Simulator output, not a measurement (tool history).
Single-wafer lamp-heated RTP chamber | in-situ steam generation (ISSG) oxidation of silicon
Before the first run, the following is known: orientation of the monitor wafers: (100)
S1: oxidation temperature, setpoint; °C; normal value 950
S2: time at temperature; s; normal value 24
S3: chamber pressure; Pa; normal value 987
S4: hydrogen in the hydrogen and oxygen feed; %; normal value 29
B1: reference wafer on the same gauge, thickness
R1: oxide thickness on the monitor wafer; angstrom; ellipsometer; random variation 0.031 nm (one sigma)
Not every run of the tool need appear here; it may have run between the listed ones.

| run | day | S1 | S2 | S3 | S4 | B1 | R1 |
|---|---|---|---|---|---|---|---|
| 1 | 0 | 950 | 24 | 987 | 29 | 4.658 | 55.85 |
| 2 | 2.446 | 950 | 24 | 987 | 29 | 4.66 | 56.61 |
| 3 | 5.692 | 950 | 24 | 987 | 29 | 4.663 | 56.67 |
| 4 | 10.129 | 950 | 24 | 987 | 32 | 4.66 | 58.1 |
|  | 11.35 | pyrometer window cleaned and pyrometer calibrated |
| 5 | 11.738 | 950 | 24 | 987 | 32 | 4.659 | 58.26 |
|  | 13.45 | pressure gauge zeroed |
| 6 | 15.3 | 950 | 24 | 1040 | 29 | 4.659 | 56.15 |
| 7 | 17.867 | 950 | 24 | 1040 | 29 | 4.656 | 56.05 |
| 8 | 20.154 | 950 | 24 | 987 | 29 | 4.652 | 56.7 |
| 9 | 21.962 | 950 | 24 | 987 | 29 | 4.662 | 56.97 |
| 10 | 24.196 | 950 | 24 | 987 | 29 | 4.661 | 56.67 |
|  | 24.925 | hydrogen flow controller replaced |
| 11 | 25.958 | 969 | 24 | 1173 | 29 | 4.658 | 59.9 |
| 12 | 27.775 | 943 | 24 | 920 | 29 | 4.658 | 55.17 |
| 13 | 32.042 | 950 | 30 | 1080 | 29 | 4.656 | 62.26 |
| 14 | 34.904 | 950 | 24 | 987 | 29 | 4.659 | 56.59 |
| 15 | 38.246 | 950 | 24 | 920 | 32 | 4.665 | 57.54 |
|  | 38.979 | gauge calibrated |
| 16 | 41.05 | 950 | 24 | 987 | 29 | 4.651 | 56.1 |
|  | 44.629 | pyrometer window cleaned and pyrometer calibrated |
| 17 | 45.254 | 950 | 24 | 987 | 29 | 4.659 | 56.05 |
| 18 | 48.117 | 950 | 24 | 987 | 29 | 4.662 | 56.59 |
| 19 | 50.708 | 950 | 24 | 987 | 29 | 4.661 | 56.35 |
| 20 | 54.358 | 950 | 24 | 987 | 32 | 4.657 | 57.73 |
| 21 | 58.721 | 950 | 17 | 987 | 29 | 4.66 | 48.92 |
| 22 | 62.917 | 950 | 31 | 987 | 23 | 4.662 | 59 |
| 23 | 66.867 | 960 | 30 | 920 | 20 | 4.661 | 58.3 |
| 24 | 71.254 | 950 | 24 | 987 | 21 | 4.656 | 52.45 |
| 25 | 73.429 | 942 | 24 | 987 | 32 | 4.664 | 56.45 |
| 26 | 75.512 | 950 | 30 | 987 | 32 | 4.653 | 63.62 |
| 27 | 79.096 | 942 | 24 | 987 | 29 | 4.662 | 54.95 |
|  | 81.296 | pyrometer window cleaned and pyrometer calibrated |
| 28 | 82.583 | 950 | 24 | 920 | 26 | 4.665 | 54.59 |
| 29 | 85.729 | 950 | 24 | 987 | 29 | 4.661 | 55.82 |
| 30 | 89.825 | 950 | 24 | 987 | 29 | 4.657 | 56.11 |

Hidden state, per run?
true wafer temperature minus pyrometer reading, K: 0 on each run
true pressure minus gauge reading, Torr: 0 on each run
deviation of the hydrogen flow from its setpoint, %: 0 on each run
gauge reads high (%): 0 on each run

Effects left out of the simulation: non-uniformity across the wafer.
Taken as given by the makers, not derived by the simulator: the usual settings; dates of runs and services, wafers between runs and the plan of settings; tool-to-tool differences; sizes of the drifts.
